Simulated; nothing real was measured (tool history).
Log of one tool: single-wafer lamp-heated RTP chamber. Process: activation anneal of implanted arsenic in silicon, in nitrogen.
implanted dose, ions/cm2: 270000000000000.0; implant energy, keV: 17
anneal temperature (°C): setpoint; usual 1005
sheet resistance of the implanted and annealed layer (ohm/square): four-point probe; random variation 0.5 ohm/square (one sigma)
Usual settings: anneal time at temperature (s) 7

run,hour,anneal temperature (°C),anneal time at temperature (s),wafers since the last listed run,wafers since the last pyrometer calibration,wafers since the reflector plate was cleaned,hours since the gauge calibration,"read-back reference wafer on the same gauge, sheet resistance",sheet resistance of the implanted and annealed layer (ohm/square)
1,0,1005,7,0,338,8349,364.1,286.69,342.38
2,13.9,1005,7,178,516,8528,378,286.55,341.45
3,37.1,1005,5,298,815,8826,401.2,286.82,343.63
4,56.2,1020,8,245,1061,9072,420.3,286.8,340.04
5,83.9,1005,7,356,1417,9429,448,286.98,342.09
6,107.4,1005,7,302,1719,9731,471.5,286.93,341.51
7,132.3,1005,10,320,2040,10051,496.4,286.98,339.72
# hour 141: gauge calibrated
8,155.6,996,5,299,2340,10351,14.6,281.65,339.4
# hour 177: pyrometer window cleaned and pyrometer calibrated
9,182.5,990,7,243,70,10594,41.5,282.4,339.34
# hour 209.5: reflector plate cleaned
10,210,1005,7,250,321,6,69,283.25,338.37
11,228.2,1029,6,234,555,240,87.2,283.66,336.03
12,302.8,1027,9,959,1515,1200,161.8,284.62,335.99
13,329.3,1021,6,340,1856,1541,188.3,285.01,339.17
14,359.1,1027,5,383,2240,1924,218.1,285.23,339.49
# hour 377.8: pyrometer window cleaned and pyrometer calibrated
15,390.9,1015,10,306,168,2230,249.9,285.34,338.77

3 ways to go on from here, each from the tool as it stands after run 15. What would each give?
A,391.3,1021,7,5,173,2236,250.3,?,?
B,391.3,1018,3,5,173,2236,250.3,?,?
C,391.3,988,7,5,173,2236,250.3,?,?

run,"read-back reference wafer on the same gauge, sheet resistance",sheet resistance of the implanted and annealed layer (ohm/square)
A,285.39,338.49
B,285.39,342.5
C,285.39,341.7
Without the tool's hidden state the same runs would have given:
run,sheet resistance of the implanted and annealed layer (ohm/square)
A,334.45
B,338.41
C,337.62

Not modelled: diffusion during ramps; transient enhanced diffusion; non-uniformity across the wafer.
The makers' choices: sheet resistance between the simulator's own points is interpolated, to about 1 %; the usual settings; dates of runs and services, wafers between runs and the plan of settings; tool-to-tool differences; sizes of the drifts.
